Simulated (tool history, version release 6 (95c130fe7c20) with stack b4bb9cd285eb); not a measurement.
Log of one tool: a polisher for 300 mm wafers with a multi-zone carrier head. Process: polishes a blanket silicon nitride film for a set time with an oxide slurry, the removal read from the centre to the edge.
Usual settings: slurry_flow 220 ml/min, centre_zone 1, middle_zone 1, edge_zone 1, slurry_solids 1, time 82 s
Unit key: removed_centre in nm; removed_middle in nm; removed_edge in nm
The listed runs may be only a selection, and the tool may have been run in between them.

| run | day | slurry_flow | centre_zone | middle_zone | edge_zone | slurry_solids | time | wafers since the last listed run | wafers polished on this pad | hours since the slurry nozzle was cleaned | hours since the centre zone pressure was calibrated | hours since the edge zone pressure was calibrated | hours since the carrier head's membrane was replaced | incoming thickness of the incoming film, nm | removed_centre | removed_middle | removed_edge |
|---|---|---|---|---|---|---|---|---|---|---|---|---|---|---|---|---|---|
| 1 | 0 | 220 | 1 | 1 | 1.03 | 1 | 82 | 0 | 477 | 540.9 | 43.1 | 210.4 | 1168.5 | 399.3 | 28.1 | 29.1 | 29.4 |
| 2 | 4.412 | 265 | 1 | 1 | 0.95 | 1 | 82 | 1173 | 1651 | 646.8 | 149 | 316.3 | 1274.4 | 397 | 29 | 29.1 | 28.4 |
| 3 | 15.146 | 255 | 0.97 | 1 | 1 | 1 | 93 | 2855 | 4506 | 904.4 | 406.6 | 573.9 | 1532 | 394.4 | 31.5 | 32.5 | 32.1 |
|  | 15.3 | slurry nozzle cleaned |
|  | 18.608 | edge zone pressure recalibrated |
| 4 | 19.475 | 220 | 1 | 1 | 1 | 1 | 82 | 1118 | 5625 | 100.2 | 510.5 | 20.8 | 1635.9 | 396.9 | 27.7 | 28.1 | 28.1 |
| 5 | 23.954 | 220 | 1 | 1 | 1 | 0.9 | 82 | 1191 | 6817 | 207.7 | 618 | 128.3 | 1743.4 | 402.8 | 26.6 | 26.9 | 26.9 |
|  | 25.508 | worn pad replaced by a new one |
| 6 | 27.217 | 220 | 1 | 1 | 1 | 1 | 54 | 823 | 455 | 286 | 696.3 | 206.6 | 1821.7 | 394.5 | 19 | 19 | 18.8 |
| 7 | 29.492 | 220 | 1 | 1 | 1 | 1 | 82 | 605 | 1060 | 340.6 | 750.9 | 261.2 | 1876.3 | 407.3 | 28.6 | 28.7 | 29 |
|  | 30.825 | carrier head's membrane replaced by a new one |
| 8 | 33.054 | 295 | 0.91 | 1 | 1 | 0.85 | 71 | 892 | 1952 | 426.1 | 836.4 | 346.7 | 53.5 | 398.9 | 21.5 | 24.3 | 24 |
| 9 | 34.921 | 220 | 1 | 1 | 1 | 1 | 72 | 496 | 2449 | 470.9 | 881.2 | 391.5 | 98.3 | 402.9 | 24.9 | 25.2 | 25.4 |
| 10 | 38.462 | 265 | 1.11 | 1 | 1 | 1 | 82 | 942 | 3391 | 555.9 | 966.2 | 476.5 | 183.3 | 399.7 | 31.4 | 28.8 | 29 |
| 11 | 40.042 | 220 | 1.08 | 1.11 | 0.96 | 1 | 54 | 420 | 3811 | 593.8 | 1004.1 | 514.4 | 221.2 | 400.8 | 19.8 | 19.9 | 18.3 |
|  | 43.375 | edge zone pressure recalibrated |
|  | 44.246 | centre zone pressure recalibrated |
| 12 | 49.283 | 165 | 1.06 | 1 | 1.05 | 0.75 | 82 | 2414 | 6226 | 815.6 | 120.9 | 141.8 | 443 | 403.2 | 25.3 | 24.4 | 25.2 |
| 13 | 53.388 | 220 | 1 | 1.07 | 0.88 | 1 | 82 | 1091 | 7318 | 914.1 | 219.4 | 240.3 | 541.5 | 399.2 | 27.4 | 28.9 | 26.2 |
|  | 54.271 | slurry nozzle cleaned |
|  | 54.888 | worn pad replaced by a new one |
| 14 | 56.546 | 220 | 0.96 | 1 | 0.93 | 1 | 98 | 784 | 440 | 54.6 | 295.2 | 316.1 | 617.3 | 398.6 | 33 | 34.8 | 33.1 |
| 15 | 59.475 | 220 | 1.06 | 1 | 1 | 1 | 82 | 779 | 1219 | 124.9 | 365.5 | 386.4 | 687.6 | 396.7 | 30.6 | 28.4 | 29 |
| 16 | 63.842 | 220 | 1 | 1.05 | 1 | 1 | 90 | 1161 | 2381 | 229.7 | 470.3 | 491.2 | 792.4 | 398.3 | 30.7 | 32.5 | 31.3 |
| 17 | 68.217 | 220 | 1 | 1 | 1 | 1 | 82 | 1163 | 3545 | 334.7 | 575.3 | 596.2 | 897.4 | 392.6 | 27.7 | 28.3 | 28.4 |
|  | 68.954 | edge zone pressure recalibrated |
| 18 | 72.046 | 220 | 1 | 1 | 1 | 1 | 82 | 996 | 4542 | 426.6 | 667.2 | 74.2 | 989.3 | 399.1 | 28.1 | 28.1 | 28.1 |
| 19 | 75.971 | 200 | 0.96 | 1 | 1 | 1.2 | 82 | 1044 | 5586 | 520.8 | 761.4 | 168.4 | 1083.5 | 405.6 | 28 | 29.4 | 29.7 |
| 20 | 78 | 160 | 0.94 | 1 | 1.05 | 1.2 | 82 | 539 | 6126 | 569.5 | 810.1 | 217.1 | 1132.2 | 396.9 | 26.1 | 28.3 | 29.6 |

Below are 5 alternative next runs, each starting from the tool's condition after run 20. Predict each:
| A | 78.017 | 220 | 1.07 | 1 | 1 | 1 | 82 | 4 | 6130 | 569.9 | 810.5 | 217.5 | 1132.6 | 402 | ? | ? | ? |
| B | 78.017 | 220 | 1 | 1 | 1 | 1 | 109 | 4 | 6130 | 569.9 | 810.5 | 217.5 | 1132.6 | 402 | ? | ? | ? |
| C | 78.017 | 275 | 1.09 | 1 | 1 | 0.85 | 82 | 4 | 6130 | 569.9 | 810.5 | 217.5 | 1132.6 | 402 | ? | ? | ? |
| D | 78.017 | 220 | 1.04 | 1 | 1 | 1 | 106 | 4 | 6130 | 569.9 | 810.5 | 217.5 | 1132.6 | 402 | ? | ? | ? |
| E | 78.017 | 165 | 0.89 | 1 | 1 | 1 | 104 | 4 | 6130 | 569.9 | 810.5 | 217.5 | 1132.6 | 402 | ? | ? | ? |

| run | removed_centre | removed_middle | removed_edge |
|---|---|---|---|
| A | 29.8 | 27.7 | 28 |
| B | 37 | 36.8 | 37.2 |
| C | 29.6 | 26.8 | 27 |
| D | 37.4 | 35.8 | 36.2 |
| E | 30.2 | 33.9 | 34.6 |
Stripped of hidden state, with their random variation kept, the same runs would have yielded:
| run | removed_centre | removed_middle | removed_edge |
|---|---|---|---|
| A | 31.1 | 28.9 | 29.3 |
| B | 38.7 | 38.4 | 38.9 |
| C | 30.9 | 28.1 | 28.2 |
| D | 39.1 | 37.4 | 37.8 |
| E | 31.6 | 35.4 | 36.2 |
